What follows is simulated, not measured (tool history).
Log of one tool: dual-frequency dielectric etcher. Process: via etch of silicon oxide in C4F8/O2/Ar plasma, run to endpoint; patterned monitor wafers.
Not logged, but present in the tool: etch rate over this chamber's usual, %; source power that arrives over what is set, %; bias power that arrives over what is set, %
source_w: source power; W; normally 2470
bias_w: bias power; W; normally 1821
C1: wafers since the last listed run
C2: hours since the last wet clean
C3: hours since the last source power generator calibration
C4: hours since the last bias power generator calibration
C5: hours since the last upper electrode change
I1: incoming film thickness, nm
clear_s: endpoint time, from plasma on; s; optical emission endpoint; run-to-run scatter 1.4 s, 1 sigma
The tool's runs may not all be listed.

{"run": 1, "hour": 0.0, "source_w": 2470, "bias_w": 1821, "C1": 0, "C2": 72.2, "C3": 2658.8, "C4": 1321, "C5": 2927.2, "I1": 1550.5, "clear_s": 286.4}
{"run": 2, "hour": 49.9, "source_w": 2470, "bias_w": 1821, "C1": 348, "C2": 122.1, "C3": 2708.7, "C4": 1370.9, "C5": 2977.1, "I1": 1546.1, "clear_s": 284.6}
{"run": 3, "hour": 173.6, "source_w": 2470, "bias_w": 1821, "C1": 864, "C2": 245.8, "C3": 2832.4, "C4": 1494.6, "C5": 3100.8, "I1": 1562.4, "clear_s": 285.5}
{"run": 4, "hour": 264.8, "source_w": 2470, "bias_w": 1821, "C1": 637, "C2": 337, "C3": 2923.6, "C4": 1585.8, "C5": 3192, "I1": 1548.8, "clear_s": 281.8}
{"run": 5, "hour": 315.7, "source_w": 2470, "bias_w": 1821, "C1": 355, "C2": 387.9, "C3": 2974.5, "C4": 1636.7, "C5": 3242.9, "I1": 1548, "clear_s": 277.8}
{"run": 6, "hour": 408.7, "source_w": 2470, "bias_w": 1821, "C1": 649, "C2": 480.9, "C3": 3067.5, "C4": 1729.7, "C5": 3335.9, "I1": 1574, "clear_s": 282.5}
{"run": 7, "hour": 479.4, "source_w": 2470, "bias_w": 1821, "C1": 494, "C2": 551.6, "C3": 3138.2, "C4": 1800.4, "C5": 3406.6, "I1": 1546.2, "clear_s": 276}
{"run": 8, "hour": 540.2, "source_w": 2090, "bias_w": 1482, "C1": 424, "C2": 612.4, "C3": 3199, "C4": 1861.2, "C5": 3467.4, "I1": 1551.7, "clear_s": 318.5}
{"hour": 565.8, "done": "source power generator calibrated"}
{"hour": 579.9, "done": "wet clean of the chamber"}
{"run": 9, "hour": 594.2, "source_w": 2090, "bias_w": 1482, "C1": 250, "C2": 14.3, "C3": 28.4, "C4": 1915.2, "C5": 3521.4, "I1": 1571.6, "clear_s": 320.1}
{"run": 10, "hour": 636.5, "source_w": 2880, "bias_w": 1921, "C1": 295, "C2": 56.6, "C3": 70.7, "C4": 1957.5, "C5": 3563.7, "I1": 1554.6, "clear_s": 243.4}
{"hour": 682.6, "done": "bias power generator calibrated"}
{"run": 11, "hour": 683.1, "source_w": 2880, "bias_w": 1921, "C1": 297, "C2": 103.2, "C3": 117.3, "C4": 0.5, "C5": 3610.3, "I1": 1557.4, "clear_s": 242.5}
{"run": 12, "hour": 731.9, "source_w": 2760, "bias_w": 1558, "C1": 340, "C2": 152, "C3": 166.1, "C4": 49.3, "C5": 3659.1, "I1": 1564.8, "clear_s": 260.3}
{"run": 13, "hour": 791.3, "source_w": 2470, "bias_w": 1551, "C1": 415, "C2": 211.4, "C3": 225.5, "C4": 108.7, "C5": 3718.5, "I1": 1550.7, "clear_s": 275.8}
{"hour": 823.8, "done": "wet clean of the chamber, repeated, since the last time left the tool worse"}
{"run": 14, "hour": 889.4, "source_w": 2470, "bias_w": 1821, "C1": 517, "C2": 65.6, "C3": 323.6, "C4": 206.8, "C5": 3816.6, "I1": 1560.9, "clear_s": 286.1}
{"run": 15, "hour": 950.9, "source_w": 2470, "bias_w": 2103, "C1": 429, "C2": 127.1, "C3": 385.1, "C4": 268.3, "C5": 3878.1, "I1": 1555.5, "clear_s": 278.3}
{"run": 16, "hour": 1006.0, "source_w": 2250, "bias_w": 1983, "C1": 385, "C2": 182.2, "C3": 440.2, "C4": 323.4, "C5": 3933.2, "I1": 1550.5, "clear_s": 296.2}
{"run": 17, "hour": 1045.6, "source_w": 2120, "bias_w": 1627, "C1": 276, "C2": 221.8, "C3": 479.8, "C4": 363, "C5": 3972.8, "I1": 1556.6, "clear_s": 320.8}
{"run": 18, "hour": 1084.6, "source_w": 2860, "bias_w": 1648, "C1": 272, "C2": 260.8, "C3": 518.8, "C4": 402, "C5": 4011.8, "I1": 1557.2, "clear_s": 260.7}
{"run": 19, "hour": 1162.1, "source_w": 2090, "bias_w": 1482, "C1": 541, "C2": 338.3, "C3": 596.3, "C4": 479.5, "C5": 4089.3, "I1": 1567.3, "clear_s": 330.7}
{"hour": 1238.6, "done": "upper electrode replaced"}
{"run": 20, "hour": 1239.9, "source_w": 2290, "bias_w": 1460, "C1": 375, "C2": 416.1, "C3": 674.1, "C4": 557.3, "C5": 1.3, "I1": 1569.5, "clear_s": 309.5}
{"run": 21, "hour": 1318.0, "source_w": 2470, "bias_w": 1821, "C1": 545, "C2": 494.2, "C3": 752.2, "C4": 635.4, "C5": 79.4, "I1": 1578.6, "clear_s": 282.7}
{"hour": 1347.3, "done": "wet clean of the chamber"}
{"run": 22, "hour": 1392.3, "source_w": 2470, "bias_w": 1821, "C1": 351, "C2": 45, "C3": 826.5, "C4": 709.7, "C5": 153.7, "I1": 1572.8, "clear_s": 289.8}
{"run": 23, "hour": 1581.7, "source_w": 1990, "bias_w": 2164, "C1": 1323, "C2": 234.4, "C3": 1015.9, "C4": 899.1, "C5": 343.1, "I1": 1567.5, "clear_s": 319.1}

Below are 5 alternative next runs, each starting from the tool's condition after run 23. Predict each:
{"run": "A", "hour": 1582.2, "source_w": 2240, "bias_w": 1821, "C1": 3, "C2": 234.9, "C3": 1016.4, "C4": 899.6, "C5": 343.6, "I1": 1554.2, "clear_s": "?"}
{"run": "B", "hour": 1582.2, "source_w": 2470, "bias_w": 1939, "C1": 3, "C2": 234.9, "C3": 1016.4, "C4": 899.6, "C5": 343.6, "I1": 1554.2, "clear_s": "?"}
{"run": "C", "hour": 1582.2, "source_w": 2210, "bias_w": 1998, "C1": 3, "C2": 234.9, "C3": 1016.4, "C4": 899.6, "C5": 343.6, "I1": 1554.2, "clear_s": "?"}
{"run": "D", "hour": 1582.2, "source_w": 2230, "bias_w": 2237, "C1": 3, "C2": 234.9, "C3": 1016.4, "C4": 899.6, "C5": 343.6, "I1": 1554.2, "clear_s": "?"}
{"run": "E", "hour": 1582.2, "source_w": 2860, "bias_w": 2067, "C1": 3, "C2": 234.9, "C3": 1016.4, "C4": 899.6, "C5": 343.6, "I1": 1554.2, "clear_s": "?"}

run=A clear_s=300
run=B clear_s=277.7
run=C clear_s=297.3
run=D clear_s=288.7
run=E clear_s=250.5
What these runs would have given with no unlogged condition in the tool:
run=A clear_s=303.5
run=B clear_s=281
run=C clear_s=300.8
run=D clear_s=292.1
run=E clear_s=253.4

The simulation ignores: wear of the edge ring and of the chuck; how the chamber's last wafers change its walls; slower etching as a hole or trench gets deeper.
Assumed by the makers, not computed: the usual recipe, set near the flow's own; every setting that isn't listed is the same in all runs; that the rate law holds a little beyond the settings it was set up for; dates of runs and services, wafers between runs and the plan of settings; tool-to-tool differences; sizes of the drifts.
